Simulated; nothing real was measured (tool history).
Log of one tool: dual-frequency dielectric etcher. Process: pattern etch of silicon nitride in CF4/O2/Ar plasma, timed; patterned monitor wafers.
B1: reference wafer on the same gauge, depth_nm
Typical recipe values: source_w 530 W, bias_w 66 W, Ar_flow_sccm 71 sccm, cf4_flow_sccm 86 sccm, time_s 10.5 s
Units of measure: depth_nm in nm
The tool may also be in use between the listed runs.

{"run": 1, "hour": 0.0, "source_w": 530, "bias_w": 66, "Ar_flow_sccm": 71, "cf4_flow_sccm": 86, "time_s": 10.5, "B1": 28.46, "depth_nm": 24.2}
{"run": 2, "hour": 46.9, "source_w": 470, "bias_w": 60, "Ar_flow_sccm": 59, "cf4_flow_sccm": 75, "time_s": 10.5, "B1": 28.5, "depth_nm": 21.78}
{"run": 3, "hour": 100.9, "source_w": 400, "bias_w": 66, "Ar_flow_sccm": 82, "cf4_flow_sccm": 80, "time_s": 10.5, "B1": 28.49, "depth_nm": 20.13}
{"run": 4, "hour": 158.7, "source_w": 530, "bias_w": 66, "Ar_flow_sccm": 84, "cf4_flow_sccm": 75, "time_s": 10.5, "B1": 28.52, "depth_nm": 23.6}
{"run": 5, "hour": 218.0, "source_w": 530, "bias_w": 61, "Ar_flow_sccm": 71, "cf4_flow_sccm": 86, "time_s": 10.5, "B1": 28.48, "depth_nm": 23.49}
{"run": 6, "hour": 275.5, "source_w": 450, "bias_w": 51, "Ar_flow_sccm": 86, "cf4_flow_sccm": 70, "time_s": 10.5, "B1": 28.48, "depth_nm": 18.74}
{"run": 7, "hour": 316.2, "source_w": 530, "bias_w": 66, "Ar_flow_sccm": 71, "cf4_flow_sccm": 86, "time_s": 10.5, "B1": 28.47, "depth_nm": 24.17}
{"run": 8, "hour": 383.4, "source_w": 410, "bias_w": 81, "Ar_flow_sccm": 71, "cf4_flow_sccm": 86, "time_s": 12.0, "B1": 28.51, "depth_nm": 25.81}
{"run": 9, "hour": 416.7, "source_w": 660, "bias_w": 55, "Ar_flow_sccm": 56, "cf4_flow_sccm": 66, "time_s": 10.5, "B1": 28.49, "depth_nm": 25.61}
{"run": 10, "hour": 463.6, "source_w": 530, "bias_w": 66, "Ar_flow_sccm": 57, "cf4_flow_sccm": 66, "time_s": 10.5, "B1": 28.5, "depth_nm": 24.0}
{"run": 11, "hour": 503.7, "source_w": 530, "bias_w": 54, "Ar_flow_sccm": 71, "cf4_flow_sccm": 71, "time_s": 10.5, "B1": 28.5, "depth_nm": 21.68}
{"run": 12, "hour": 593.3, "source_w": 530, "bias_w": 66, "Ar_flow_sccm": 71, "cf4_flow_sccm": 86, "time_s": 10.5, "B1": 28.52, "depth_nm": 24.14}
{"run": 13, "hour": 645.4, "source_w": 530, "bias_w": 66, "Ar_flow_sccm": 71, "cf4_flow_sccm": 86, "time_s": 8.5, "B1": 28.52, "depth_nm": 19.59}
{"run": 14, "hour": 677.7, "source_w": 530, "bias_w": 66, "Ar_flow_sccm": 71, "cf4_flow_sccm": 86, "time_s": 13.5, "B1": 28.53, "depth_nm": 31.06}
{"run": 15, "hour": 738.1, "source_w": 530, "bias_w": 50, "Ar_flow_sccm": 64, "cf4_flow_sccm": 86, "time_s": 10.5, "B1": 28.48, "depth_nm": 21.88}
{"run": 16, "hour": 800.8, "source_w": 530, "bias_w": 74, "Ar_flow_sccm": 71, "cf4_flow_sccm": 86, "time_s": 13.0, "B1": 28.5, "depth_nm": 31.36}
{"run": 17, "hour": 841.0, "source_w": 530, "bias_w": 66, "Ar_flow_sccm": 71, "cf4_flow_sccm": 86, "time_s": 10.5, "B1": 28.48, "depth_nm": 24.08}
{"run": 18, "hour": 895.1, "source_w": 420, "bias_w": 70, "Ar_flow_sccm": 71, "cf4_flow_sccm": 86, "time_s": 10.5, "B1": 28.51, "depth_nm": 21.63}
{"run": 19, "hour": 928.9, "source_w": 530, "bias_w": 66, "Ar_flow_sccm": 58, "cf4_flow_sccm": 86, "time_s": 8.0, "B1": 28.51, "depth_nm": 18.79}
{"run": 20, "hour": 998.6, "source_w": 530, "bias_w": 66, "Ar_flow_sccm": 71, "cf4_flow_sccm": 86, "time_s": 10.5, "B1": 28.5, "depth_nm": 24.18}

The log once held 4 entries between its listed runs, left out of this copy. Where does each go, and what is different about the tool's unlogged condition between the listed run before it and the listed run after it?
After run 3, before run 4: source power generator calibrated (hour 125.5)
  CF4 flow that arrives over what is set, %: 8.87 -> 9.33
  measured result minus the result with no hidden state, depth_nm: +0.20 -> +0.26 nm
After run 4, before run 5: CF4 flow controller replaced (hour 175.0)
  CF4 flow that arrives over what is set, %: 9.33 -> 1.62
  measured result minus the result with no hidden state, depth_nm: +0.26 -> +0.04 nm
After run 11, before run 12: bias power generator calibrated (hour 546.3); wet clean of the chamber (hour 559.3)
  CF4 flow that arrives over what is set, %: 1.81 -> 1.93
  measured result minus the result with no hidden state, depth_nm: +0.05 -> +0.05 nm

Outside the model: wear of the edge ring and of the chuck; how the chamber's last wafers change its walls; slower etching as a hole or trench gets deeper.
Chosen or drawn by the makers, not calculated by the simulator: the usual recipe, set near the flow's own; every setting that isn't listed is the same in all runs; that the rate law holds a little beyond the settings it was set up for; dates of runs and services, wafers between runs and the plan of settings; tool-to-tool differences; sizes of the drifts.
